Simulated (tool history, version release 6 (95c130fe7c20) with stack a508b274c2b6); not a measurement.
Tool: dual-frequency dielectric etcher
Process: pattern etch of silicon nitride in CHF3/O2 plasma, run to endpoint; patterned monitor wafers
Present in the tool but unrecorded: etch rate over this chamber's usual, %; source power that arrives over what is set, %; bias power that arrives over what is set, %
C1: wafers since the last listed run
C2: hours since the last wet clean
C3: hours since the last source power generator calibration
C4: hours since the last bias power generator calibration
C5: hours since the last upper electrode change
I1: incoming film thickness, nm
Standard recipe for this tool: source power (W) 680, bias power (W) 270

Run 1, hour 0: usual settings; C1 0; C2 286.1; C3 2035.8; C4 2068.8; C5 2132.4; I1 75.2. Result: endpoint time (s) 41.7.
Run 2, hour 46.8: usual settings; C1 357; C2 332.9; C3 2082.6; C4 2115.6; C5 2179.2; I1 75.5. Result: endpoint time (s) 41.7.
Run 3, hour 96.8: usual settings; C1 382; C2 382.9; C3 2132.6; C4 2165.6; C5 2229.2; I1 75.1. Result: endpoint time (s) 41.4.
Run 4, hour 139.1: usual settings; C1 323; C2 425.2; C3 2174.9; C4 2207.9; C5 2271.5; I1 75.1. Result: endpoint time (s) 40.7.
Run 5, hour 196.7: usual settings but source power (W) 800; C1 440; C2 482.8; C3 2232.5; C4 2265.5; C5 2329.1; I1 75.9. Result: endpoint time (s) 39.
At hour 223.3: wet clean of the chamber.
Run 6, hour 236.4: usual settings but source power (W) 800; C1 119; C2 13.1; C3 2272.2; C4 2305.2; C5 2368.8; I1 75.6. Result: endpoint time (s) 39.3.
Run 7, hour 283.3: usual settings; C1 358; C2 60; C3 2319.1; C4 2352.1; C5 2415.7; I1 75.7. Result: endpoint time (s) 42.7.
Run 8, hour 327.1: usual settings; C1 334; C2 103.8; C3 2362.9; C4 2395.9; C5 2459.5; I1 76. Result: endpoint time (s) 42.
Run 9, hour 389.3: usual settings; C1 475; C2 166; C3 2425.1; C4 2458.1; C5 2521.7; I1 76.3. Result: endpoint time (s) 42.
Run 10, hour 453.8: usual settings; C1 492; C2 230.5; C3 2489.6; C4 2522.6; C5 2586.2; I1 75.5. Result: endpoint time (s) 41.9.
Run 11, hour 523.3: usual settings; C1 531; C2 300; C3 2559.1; C4 2592.1; C5 2655.7; I1 75.3. Result: endpoint time (s) 41.3.
Run 12, hour 568.6: usual settings; C1 346; C2 345.3; C3 2604.4; C4 2637.4; C5 2701; I1 75.7. Result: endpoint time (s) 41.7.
Run 13, hour 632.6: usual settings but source power (W) 770, bias power (W) 293; C1 489; C2 409.3; C3 2668.4; C4 2701.4; C5 2765; I1 75.7. Result: endpoint time (s) 37.7.
At hour 679.5: source power generator calibrated.
Run 14, hour 697.2: usual settings; C1 463; C2 473.9; C3 17.7; C4 2766; C5 2829.6; I1 75.7. Result: endpoint time (s) 40.7.
At hour 750: wet clean of the chamber.
Run 15, hour 767.1: usual settings; C1 350; C2 17.1; C3 87.6; C4 2835.9; C5 2899.5; I1 75.6. Result: endpoint time (s) 43.
Run 16, hour 822.1: usual settings but source power (W) 730, bias power (W) 244; C1 420; C2 72.1; C3 142.6; C4 2890.9; C5 2954.5; I1 75.9. Result: endpoint time (s) 42.1.
Run 17, hour 864.4: usual settings but source power (W) 780, bias power (W) 204; C1 323; C2 114.4; C3 184.9; C4 2933.2; C5 2996.8; I1 74.7. Result: endpoint time (s) 42.3.
Run 18, hour 891.1: usual settings but source power (W) 830, bias power (W) 226; C1 204; C2 141.1; C3 211.6; C4 2959.9; C5 3023.5; I1 75.1. Result: endpoint time (s) 39.8.
At hour 1081: upper electrode replaced.
Run 19, hour 1081.5: usual settings but source power (W) 560, bias power (W) 202; C1 1271; C2 331.5; C3 402; C4 3150.3; C5 0.5; I1 75.4. Result: endpoint time (s) 49.1.
Run 20, hour 1088.6: usual settings; C1 54; C2 338.6; C3 409.1; C4 3157.4; C5 7.6; I1 75.9. Result: endpoint time (s) 42.
Run 21, hour 1133.4: usual settings but source power (W) 580, bias power (W) 299; C1 342; C2 383.4; C3 453.9; C4 3202.2; C5 52.4; I1 75.1. Result: endpoint time (s) 43.2.
Run 22, hour 1179.2: usual settings but source power (W) 770, bias power (W) 304; C1 349; C2 429.2; C3 499.7; C4 3248; C5 98.2; I1 75.3. Result: endpoint time (s) 37.7.
Run 23, hour 1206.4: usual settings; C1 207; C2 456.4; C3 526.9; C4 3275.2; C5 125.4; I1 75.1. Result: endpoint time (s) 41.
At hour 1259.6: wet clean of the chamber.
Run 24, hour 1260.1: usual settings but source power (W) 850, bias power (W) 219; C1 226; C2 0.5; C3 580.6; C4 3328.9; C5 179.1; I1 75.1. Result: endpoint time (s) 39.9.
Run 25, hour 1301.6: usual settings; C1 317; C2 42; C3 622.1; C4 3370.4; C5 220.6; I1 75.4. Result: endpoint time (s) 42.1.
Run 26, hour 1366.2: usual settings but source power (W) 810; C1 493; C2 106.6; C3 686.7; C4 3435; C5 285.2; I1 75. Result: endpoint time (s) 38.
Run 27, hour 1392: usual settings but source power (W) 830, bias power (W) 202; C1 197; C2 132.4; C3 712.5; C4 3460.8; C5 311; I1 75.7. Result: endpoint time (s) 40.7.
Run 28, hour 1517.6: usual settings but source power (W) 800, bias power (W) 300; C1 959; C2 258; C3 838.1; C4 3586.4; C5 436.6; I1 75.4. Result: endpoint time (s) 37.4.
Run 29, hour 1544.5: usual settings but bias power (W) 252; C1 205; C2 284.9; C3 865; C4 3613.3; C5 463.5; I1 75.2. Result: endpoint time (s) 41.9.
At hour 1554.3: bias power generator calibrated.
At hour 1736.3: wet clean of the chamber.
Run 30, hour 1736.8: usual settings but source power (W) 740, bias power (W) 331; C1 1255; C2 0.5; C3 1057.3; C4 182.5; C5 655.8; I1 75.7. Result: endpoint time (s) 39.3.
Run 31, hour 1765.7: usual settings but bias power (W) 222; C1 220; C2 29.4; C3 1086.2; C4 211.4; C5 684.7; I1 75.6. Result: endpoint time (s) 45.2.
Run 32, hour 1832.5: usual settings; C1 510; C2 96.2; C3 1153; C4 278.2; C5 751.5; I1 75.5. Result: endpoint time (s) 42.7.
Run 33, hour 1894.4: usual settings but source power (W) 560, bias power (W) 321; C1 472; C2 158.1; C3 1214.9; C4 340.1; C5 813.4; I1 75.7. Result: endpoint time (s) 44.5.
Run 34, hour 1991.7: usual settings; C1 743; C2 255.4; C3 1312.2; C4 437.4; C5 910.7; I1 75.6. Result: endpoint time (s) 42.3.
Run 35, hour 2039: usual settings; C1 361; C2 302.7; C3 1359.5; C4 484.7; C5 958; I1 74.7. Result: endpoint time (s) 40.9.
Run 36, hour 2101.1: usual settings but source power (W) 630, bias power (W) 307; C1 474; C2 364.8; C3 1421.6; C4 546.8; C5 1020.1; I1 75.6. Result: endpoint time (s) 41.6.

A few steps of endpoint time (s) between consecutive runs. Split each: what settings, incoming material and random variation would produce without the hidden state, and what is left over for the hidden state, along with gauge scatter present in only one of the two compared results (measured, and without hidden state):
Run 5 -> 6: wet clean of the chamber. endpoint time (s) +0.3: hidden state +1.1, all else -0.8.
Run 14 -> 15: wet clean of the chamber. endpoint time (s) +2.3: hidden state +2, all else +0.3.
Run 18 -> 19: source power (W) 830 -> 560, bias power (W) 226 -> 202, upper electrode replaced. endpoint time (s) +9.3: hidden state -0.9, all else +10.2.
Run 19 -> 20: source power (W) 560 -> 680, bias power (W) 202 -> 270. endpoint time (s) -7.1: hidden state +0.2, all else -7.3.
Run 29 -> 30: source power (W) 680 -> 740, bias power (W) 252 -> 331, bias power generator calibrated, wet clean of the chamber. endpoint time (s) -2.6: hidden state +1.4, all else -4.
Run 30 -> 31: source power (W) 740 -> 680, bias power (W) 331 -> 222. endpoint time (s) +5.9: hidden state -0.2, all else +6.1.

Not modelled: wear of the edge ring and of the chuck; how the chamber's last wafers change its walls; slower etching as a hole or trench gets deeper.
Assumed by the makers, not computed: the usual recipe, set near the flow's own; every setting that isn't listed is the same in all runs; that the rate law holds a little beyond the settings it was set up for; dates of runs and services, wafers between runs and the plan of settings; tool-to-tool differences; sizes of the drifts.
